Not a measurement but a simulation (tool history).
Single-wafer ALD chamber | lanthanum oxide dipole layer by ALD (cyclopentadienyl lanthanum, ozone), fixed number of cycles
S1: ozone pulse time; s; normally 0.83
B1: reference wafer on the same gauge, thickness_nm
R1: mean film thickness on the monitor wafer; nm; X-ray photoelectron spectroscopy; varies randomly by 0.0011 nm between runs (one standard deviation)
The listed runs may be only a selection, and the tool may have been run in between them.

run	hour	S1	B1	R1
1	0.0	0.83	0.443	0.425
2	21.2	0.83	0.443	0.425
3	48.5	0.83	0.443	0.424
4	72.3	0.83	0.443	0.425
5	103.7	0.63	0.443	0.376
6	134.7	0.63	0.443	0.375
7	152.3	0.63	0.443	0.375
8	182.1	0.83	0.443	0.424
9	216.9	0.83	0.443	0.423
# hour 228.7: showerhead replaced
10	248.5	0.83	0.443	0.422
# hour 263.4: thermocouple changed; heater temperature recalibrated
11	270.1	0.83	0.443	0.420
12	293.6	0.61	0.443	0.368
13	316.5	0.61	0.443	0.367
14	369.9	0.68	0.443	0.386
# hour 389.8: ozone generator serviced
15	405.4	0.68	0.443	0.396
16	422.3	0.68	0.443	0.394
17	440.8	0.60	0.443	0.373
18	453.8	0.92	0.443	0.446
19	469.9	0.58	0.443	0.369
20	500.9	0.65	0.443	0.388
# hour 501.7: gauge calibrated
21	516.7	0.69	0.443	0.398
22	532.1	1.04	0.443	0.463
23	565.7	0.73	0.443	0.408
24	600.1	0.83	0.443	0.429
25	615.7	0.83	0.443	0.429
26	636.9	1.07	0.443	0.467
27	652.2	0.51	0.443	0.341
28	685.3	0.83	0.443	0.428
29	703.2	0.83	0.443	0.429
30	733.7	0.74	0.443	0.409
31	756.7	0.83	0.443	0.428
32	788.1	0.83	0.443	0.429
33	801.3	0.63	0.443	0.381

Forecast each of these 5 alternatives for the next run:
A	801.7	0.83	?	?
B	801.7	1.12	?	?
C	801.7	0.62	?	?
D	801.7	1.05	?	?
E	801.7	0.94	?	?

run	B1	R1
A	0.443	0.431
B	0.443	0.475
C	0.443	0.380
D	0.443	0.466
E	0.443	0.450
Take away the tool's hidden state, keep each run's random variation, and the runs would have read:
run	R1
A	0.432
B	0.476
C	0.382
D	0.467
E	0.452
